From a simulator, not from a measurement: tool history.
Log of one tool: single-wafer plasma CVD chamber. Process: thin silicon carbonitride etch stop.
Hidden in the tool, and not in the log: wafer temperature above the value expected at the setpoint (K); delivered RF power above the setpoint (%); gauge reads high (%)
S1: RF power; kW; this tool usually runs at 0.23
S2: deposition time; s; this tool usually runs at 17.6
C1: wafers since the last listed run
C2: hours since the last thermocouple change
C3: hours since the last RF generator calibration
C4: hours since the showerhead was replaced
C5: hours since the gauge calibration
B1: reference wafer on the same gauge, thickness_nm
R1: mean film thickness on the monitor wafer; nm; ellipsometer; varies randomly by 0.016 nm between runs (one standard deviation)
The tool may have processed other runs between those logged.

{"run": 1, "hour": 0.0, "S1": 0.23, "S2": 17.6, "C1": 0, "C2": 2806.9, "C3": 1614.1, "C4": 3786.3, "C5": 1562.5, "B1": 11.401, "R1": 10.343}
{"hour": 11.2, "done": "thermocouple changed; heater temperature recalibrated"}
{"run": 2, "hour": 29.8, "S1": 0.23, "S2": 17.6, "C1": 355, "C2": 18.6, "C3": 1643.9, "C4": 3816.1, "C5": 1592.3, "B1": 11.401, "R1": 10.368}
{"hour": 46.8, "done": "showerhead replaced"}
{"hour": 67.8, "done": "RF generator calibrated"}
{"run": 3, "hour": 70.5, "S1": 0.23, "S2": 17.6, "C1": 402, "C2": 59.3, "C3": 2.7, "C4": 23.7, "C5": 1633, "B1": 11.404, "R1": 10.578}
{"run": 4, "hour": 123.6, "S1": 0.23, "S2": 17.6, "C1": 864, "C2": 112.4, "C3": 55.8, "C4": 76.8, "C5": 1686.1, "B1": 11.404, "R1": 10.555}
{"run": 5, "hour": 245.1, "S1": 0.23, "S2": 17.6, "C1": 1978, "C2": 233.9, "C3": 177.3, "C4": 198.3, "C5": 1807.6, "B1": 11.393, "R1": 10.534}
{"run": 6, "hour": 290.3, "S1": 0.23, "S2": 16.5, "C1": 736, "C2": 279.1, "C3": 222.5, "C4": 243.5, "C5": 1852.8, "B1": 11.403, "R1": 9.823}
{"run": 7, "hour": 334.4, "S1": 0.23, "S2": 16.5, "C1": 718, "C2": 323.2, "C3": 266.6, "C4": 287.6, "C5": 1896.9, "B1": 11.395, "R1": 9.812}
{"run": 8, "hour": 375.9, "S1": 0.23, "S2": 16.5, "C1": 675, "C2": 364.7, "C3": 308.1, "C4": 329.1, "C5": 1938.4, "B1": 11.397, "R1": 9.836}
{"run": 9, "hour": 443.3, "S1": 0.23, "S2": 17.6, "C1": 1097, "C2": 432.1, "C3": 375.5, "C4": 396.5, "C5": 2005.8, "B1": 11.404, "R1": 10.474}
{"run": 10, "hour": 487.7, "S1": 0.23, "S2": 16.4, "C1": 723, "C2": 476.5, "C3": 419.9, "C4": 440.9, "C5": 2050.2, "B1": 11.398, "R1": 9.731}
{"run": 11, "hour": 551.4, "S1": 0.205, "S2": 19, "C1": 1037, "C2": 540.2, "C3": 483.6, "C4": 504.6, "C5": 2113.9, "B1": 11.396, "R1": 10.592}
{"run": 12, "hour": 581.7, "S1": 0.23, "S2": 17.6, "C1": 493, "C2": 570.5, "C3": 513.9, "C4": 534.9, "C5": 2144.2, "B1": 11.402, "R1": 10.405}
{"run": 13, "hour": 633.0, "S1": 0.23, "S2": 20.3, "C1": 835, "C2": 621.8, "C3": 565.2, "C4": 586.2, "C5": 2195.5, "B1": 11.398, "R1": 12.016}
{"run": 14, "hour": 659.9, "S1": 0.23, "S2": 17.6, "C1": 438, "C2": 648.7, "C3": 592.1, "C4": 613.1, "C5": 2222.4, "B1": 11.402, "R1": 10.437}
{"run": 15, "hour": 697.7, "S1": 0.185, "S2": 20.8, "C1": 615, "C2": 686.5, "C3": 629.9, "C4": 650.9, "C5": 2260.2, "B1": 11.402, "R1": 10.872}
{"run": 16, "hour": 729.3, "S1": 0.24, "S2": 17.6, "C1": 514, "C2": 718.1, "C3": 661.5, "C4": 682.5, "C5": 2291.8, "B1": 11.401, "R1": 10.636}
{"run": 17, "hour": 758.2, "S1": 0.205, "S2": 14.9, "C1": 470, "C2": 747, "C3": 690.4, "C4": 711.4, "C5": 2320.7, "B1": 11.4, "R1": 8.298}
{"run": 18, "hour": 789.4, "S1": 0.205, "S2": 14.4, "C1": 508, "C2": 778.2, "C3": 721.6, "C4": 742.6, "C5": 2351.9, "B1": 11.401, "R1": 8.012}
{"run": 19, "hour": 818.9, "S1": 0.19, "S2": 19.2, "C1": 480, "C2": 807.7, "C3": 751.1, "C4": 772.1, "C5": 2381.4, "B1": 11.401, "R1": 10.218}
{"hour": 849.3, "done": "gauge calibrated"}
{"run": 20, "hour": 871.5, "S1": 0.23, "S2": 19.1, "C1": 856, "C2": 860.3, "C3": 803.7, "C4": 824.7, "C5": 22.2, "B1": 11.402, "R1": 11.28}
{"run": 21, "hour": 914.9, "S1": 0.265, "S2": 20, "C1": 706, "C2": 903.7, "C3": 847.1, "C4": 868.1, "C5": 65.6, "B1": 11.405, "R1": 12.645}
{"run": 22, "hour": 969.7, "S1": 0.23, "S2": 16.5, "C1": 892, "C2": 958.5, "C3": 901.9, "C4": 922.9, "C5": 120.4, "B1": 11.404, "R1": 9.73}
{"run": 23, "hour": 1005.3, "S1": 0.205, "S2": 20.3, "C1": 579, "C2": 994.1, "C3": 937.5, "C4": 958.5, "C5": 156, "B1": 11.401, "R1": 11.268}
{"run": 24, "hour": 1038.3, "S1": 0.27, "S2": 19.4, "C1": 537, "C2": 1027.1, "C3": 970.5, "C4": 991.5, "C5": 189, "B1": 11.396, "R1": 12.385}
{"run": 25, "hour": 1089.4, "S1": 0.23, "S2": 17.6, "C1": 832, "C2": 1078.2, "C3": 1021.6, "C4": 1042.6, "C5": 240.1, "B1": 11.401, "R1": 10.361}
{"run": 26, "hour": 1122.8, "S1": 0.245, "S2": 14.6, "C1": 543, "C2": 1111.6, "C3": 1055, "C4": 1076, "C5": 273.5, "B1": 11.4, "R1": 8.906}
{"run": 27, "hour": 1188.0, "S1": 0.23, "S2": 17.6, "C1": 1061, "C2": 1176.8, "C3": 1120.2, "C4": 1141.2, "C5": 338.7, "B1": 11.403, "R1": 10.359}
{"run": 28, "hour": 1250.7, "S1": 0.23, "S2": 17.6, "C1": 1021, "C2": 1239.5, "C3": 1182.9, "C4": 1203.9, "C5": 401.4, "B1": 11.401, "R1": 10.394}
{"run": 29, "hour": 1307.4, "S1": 0.26, "S2": 14.3, "C1": 923, "C2": 1296.2, "C3": 1239.6, "C4": 1260.6, "C5": 458.1, "B1": 11.398, "R1": 8.954}
{"run": 30, "hour": 1333.1, "S1": 0.23, "S2": 17.6, "C1": 418, "C2": 1321.9, "C3": 1265.3, "C4": 1286.3, "C5": 483.8, "B1": 11.399, "R1": 10.363}
{"run": 31, "hour": 1381.7, "S1": 0.275, "S2": 17.6, "C1": 791, "C2": 1370.5, "C3": 1313.9, "C4": 1334.9, "C5": 532.4, "B1": 11.398, "R1": 11.277}
{"run": 32, "hour": 1438.9, "S1": 0.23, "S2": 19.4, "C1": 931, "C2": 1427.7, "C3": 1371.1, "C4": 1392.1, "C5": 589.6, "B1": 11.399, "R1": 11.454}
{"run": 33, "hour": 1490.2, "S1": 0.27, "S2": 19.4, "C1": 835, "C2": 1479, "C3": 1422.4, "C4": 1443.4, "C5": 640.9, "B1": 11.398, "R1": 12.313}
{"run": 34, "hour": 1536.6, "S1": 0.265, "S2": 19.8, "C1": 755, "C2": 1525.4, "C3": 1468.8, "C4": 1489.8, "C5": 687.3, "B1": 11.396, "R1": 12.495}

Measured minus without-hidden-state, run by run (identical run-to-run variation in each term; gauge scatter may differ):
run=1 R1=-0.222
run=2 R1=-0.223
run=3 R1=-0.018
run=4 R1=-0.037
run=5 R1=-0.077
run=6 R1=-0.084
run=7 R1=-0.095
run=8 R1=-0.104
run=9 R1=-0.126
run=10 R1=-0.125
run=11 R1=-0.148
run=12 R1=-0.15
run=13 R1=-0.183
run=14 R1=-0.162
run=15 R1=-0.175
run=16 R1=-0.175
run=17 R1=-0.139
run=18 R1=-0.137
run=19 R1=-0.178
run=20 R1=-0.202
run=21 R1=-0.231
run=22 R1=-0.182
run=23 R1=-0.213
run=24 R1=-0.237
run=25 R1=-0.202
run=26 R1=-0.176
run=27 R1=-0.208
run=28 R1=-0.211
run=29 R1=-0.184
run=30 R1=-0.214
run=31 R1=-0.235
run=32 R1=-0.241
run=33 R1=-0.262
run=34 R1=-0.267
